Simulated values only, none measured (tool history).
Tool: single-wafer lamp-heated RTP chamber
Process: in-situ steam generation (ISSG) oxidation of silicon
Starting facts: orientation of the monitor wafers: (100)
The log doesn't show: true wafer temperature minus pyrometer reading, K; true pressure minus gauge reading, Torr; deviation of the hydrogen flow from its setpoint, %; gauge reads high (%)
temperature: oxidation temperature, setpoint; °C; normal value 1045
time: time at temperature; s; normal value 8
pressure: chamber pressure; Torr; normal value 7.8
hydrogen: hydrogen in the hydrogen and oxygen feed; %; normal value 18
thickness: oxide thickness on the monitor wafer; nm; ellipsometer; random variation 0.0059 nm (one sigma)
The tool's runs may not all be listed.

| run | hour | temperature | time | pressure | hydrogen | wafers since the last listed run | wafers since the last pyrometer calibration | hours since the pressure gauge was zeroed | hours since the hydrogen flow controller was replaced | hours since the gauge calibration | read-back reference wafer on the same gauge, thickness | thickness |
|---|---|---|---|---|---|---|---|---|---|---|---|---|
| 1 | 0 | 1045 | 8 | 8.4 | 18 | 0 | 6204 | 4442.3 | 2996.2 | 110.5 | 4.041 | 4.06 |
| 2 | 16.7 | 1045 | 8 | 8.4 | 18 | 129 | 6334 | 4459 | 3012.9 | 127.2 | 4.04 | 4.071 |
| 3 | 32.2 | 1045 | 8 | 8.4 | 18 | 120 | 6454 | 4474.5 | 3028.4 | 142.7 | 4.04 | 4.059 |
| 4 | 43.8 | 1031 | 8 | 7.8 | 18 | 90 | 6544 | 4486.1 | 3040 | 154.3 | 4.039 | 3.858 |
| 5 | 60 | 1045 | 8 | 7.8 | 18 | 125 | 6670 | 4502.3 | 3056.2 | 170.5 | 4.04 | 4.071 |
|  | 73.6 | pressure gauge zeroed |
| 6 | 74.1 | 1045 | 8 | 7.8 | 18 | 47 | 6718 | 0.5 | 3070.3 | 184.6 | 4.039 | 4.084 |
|  | 75.4 | gauge calibrated |
| 7 | 81.5 | 1045 | 8 | 7.8 | 18 | 57 | 6775 | 7.9 | 3077.7 | 6.1 | 4.04 | 4.091 |
| 8 | 88.8 | 1045 | 8 | 7.8 | 18 | 56 | 6832 | 15.2 | 3085 | 13.4 | 4.041 | 4.086 |
| 9 | 97.5 | 1045 | 8 | 7.8 | 18 | 67 | 6899 | 23.9 | 3093.7 | 22.1 | 4.039 | 4.083 |
| 10 | 110.2 | 1045 | 10 | 6.9 | 18 | 98 | 6998 | 36.6 | 3106.4 | 34.8 | 4.041 | 4.532 |
| 11 | 120.5 | 1053 | 8 | 7.8 | 14 | 80 | 7078 | 46.9 | 3116.7 | 45.1 | 4.04 | 3.985 |
| 12 | 132.7 | 1056 | 8 | 6.9 | 13 | 94 | 7173 | 59.1 | 3128.9 | 57.3 | 4.041 | 3.935 |
|  | 151.3 | pyrometer window cleaned and pyrometer calibrated |
| 13 | 151.8 | 1045 | 6 | 7.8 | 18 | 86 | 3 | 78.2 | 3148 | 76.4 | 4.041 | 3.465 |
| 14 | 161.9 | 1045 | 8 | 7.8 | 18 | 78 | 82 | 88.3 | 3158.1 | 86.5 | 4.041 | 3.969 |
|  | 172.8 | hydrogen flow controller replaced |
| 15 | 177.6 | 1045 | 8 | 9.2 | 18 | 59 | 142 | 104 | 4.8 | 102.2 | 4.041 | 3.927 |
| 16 | 223.7 | 1045 | 10 | 8.5 | 13 | 358 | 500 | 150.1 | 50.9 | 148.3 | 4.039 | 4.074 |
| 17 | 233 | 1045 | 8 | 7.8 | 18 | 72 | 572 | 159.4 | 60.2 | 157.6 | 4.038 | 3.964 |

Predict the results of run 18:
| 18 | 239.8 | 1045 | 11 | 7.8 | 18 | 52 | 625 | 166.2 | 67 | 164.4 | ? | ? |

read-back reference wafer on the same gauge, thickness: 4.04
thickness: 4.625 nm
Without the tool's hidden state the same run would have given thickness 4.615 nm.
